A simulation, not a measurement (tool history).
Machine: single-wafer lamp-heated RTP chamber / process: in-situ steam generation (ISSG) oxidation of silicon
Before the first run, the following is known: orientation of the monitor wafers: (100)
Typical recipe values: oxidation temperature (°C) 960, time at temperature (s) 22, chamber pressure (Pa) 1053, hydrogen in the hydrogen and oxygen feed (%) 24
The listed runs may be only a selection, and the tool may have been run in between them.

| run | day | oxidation temperature (°C) | time at temperature (s) | chamber pressure (Pa) | hydrogen in the hydrogen and oxygen feed (%) | read-back reference wafer on the same gauge, thickness | oxide thickness on the monitor wafer (angstrom) |
|---|---|---|---|---|---|---|---|
| 1 | 0.000 | 968 | 22 | 973 | 24 | 5.408 | 55.58 |
| 2 | 1.312 | 960 | 22 | 1053 | 24 | 5.417 | 54.07 |
| 3 | 4.242 | 968 | 22 | 960 | 24 | 5.413 | 55.29 |
|  | 4.925 | pyrometer window cleaned and pyrometer calibrated |
| 4 | 6.279 | 968 | 22 | 960 | 24 | 5.409 | 56.07 |
| 5 | 7.842 | 968 | 22 | 960 | 24 | 5.420 | 56.47 |
| 6 | 10.571 | 944 | 27 | 1053 | 24 | 5.418 | 56.97 |
| 7 | 13.300 | 944 | 27 | 1053 | 24 | 5.401 | 56.73 |
| 8 | 16.162 | 960 | 22 | 1053 | 24 | 5.406 | 55.33 |
| 9 | 17.246 | 951 | 22 | 1053 | 24 | 5.411 | 53.79 |
| 10 | 20.075 | 951 | 22 | 1053 | 24 | 5.411 | 53.73 |
| 11 | 22.412 | 960 | 22 | 1053 | 24 | 5.414 | 55.30 |
|  | 24.433 | pyrometer window cleaned and pyrometer calibrated, repeated, since the last time left the tool worse |
| 12 | 25.125 | 960 | 27 | 1053 | 24 | 5.406 | 57.84 |
| 13 | 27.279 | 960 | 25 | 1133 | 24 | 5.400 | 56.62 |
| 14 | 30.029 | 960 | 22 | 1053 | 30 | 5.422 | 56.79 |
| 15 | 32.104 | 960 | 22 | 1053 | 24 | 5.417 | 53.07 |
|  | 33.858 | gauge calibrated |
| 16 | 34.792 | 960 | 17 | 1053 | 17 | 5.408 | 44.69 |
| 17 | 36.042 | 960 | 22 | 1053 | 24 | 5.410 | 53.68 |
|  | 36.983 | pressure gauge zeroed |
| 18 | 37.125 | 970 | 14 | 1107 | 24 | 5.409 | 45.82 |
|  | 38.317 | hydrogen flow controller replaced |
| 19 | 38.612 | 960 | 30 | 1147 | 19 | 5.412 | 58.24 |
| 20 | 40.800 | 960 | 31 | 933 | 24 | 5.416 | 62.44 |
| 21 | 42.246 | 960 | 22 | 1053 | 24 | 5.409 | 53.66 |
| 22 | 44.779 | 967 | 29 | 1053 | 27 | 5.411 | 64.07 |
| 23 | 46.592 | 978 | 22 | 920 | 27 | 5.408 | 58.83 |
| 24 | 48.154 | 974 | 22 | 1053 | 24 | 5.417 | 56.68 |
| 25 | 53.754 | 970 | 22 | 1133 | 31 | 5.410 | 59.08 |
| 26 | 55.067 | 960 | 27 | 1053 | 24 | 5.418 | 58.84 |
|  | 57.142 | pyrometer window cleaned and pyrometer calibrated |
| 27 | 57.217 | 960 | 30 | 1147 | 19 | 5.407 | 57.87 |
| 28 | 59.754 | 967 | 29 | 1053 | 27 | 5.410 | 63.05 |
| 29 | 61.696 | 950 | 27 | 1053 | 24 | 5.411 | 56.21 |
| 30 | 64.450 | 960 | 22 | 1133 | 32 | 5.402 | 57.40 |
| 31 | 66.621 | 942 | 22 | 1053 | 24 | 5.406 | 50.51 |

Results for each run, recomputed without the tool's hidden state and with each run's random variation untouched:
The tool's hidden condition here consists of: true wafer temperature minus pyrometer reading, K; true pressure minus gauge reading, Torr; deviation of the hydrogen flow from its setpoint, %; gauge reads high (%).
| run | oxide thickness on the monitor wafer (angstrom) |
|---|---|
| 1 | 54.53 |
| 2 | 53.09 |
| 3 | 54.23 |
| 4 | 54.24 |
| 5 | 54.51 |
| 6 | 54.97 |
| 7 | 54.63 |
| 8 | 53.12 |
| 9 | 51.71 |
| 10 | 51.59 |
| 11 | 52.93 |
| 12 | 57.71 |
| 13 | 56.34 |
| 14 | 56.36 |
| 15 | 52.58 |
| 16 | 44.24 |
| 17 | 53.04 |
| 18 | 45.31 |
| 19 | 57.41 |
| 20 | 61.47 |
| 21 | 52.88 |
| 22 | 62.96 |
| 23 | 57.80 |
| 24 | 55.69 |
| 25 | 58.01 |
| 26 | 57.77 |
| 27 | 57.76 |
| 28 | 62.69 |
| 29 | 55.81 |
| 30 | 56.85 |
| 31 | 50.00 |
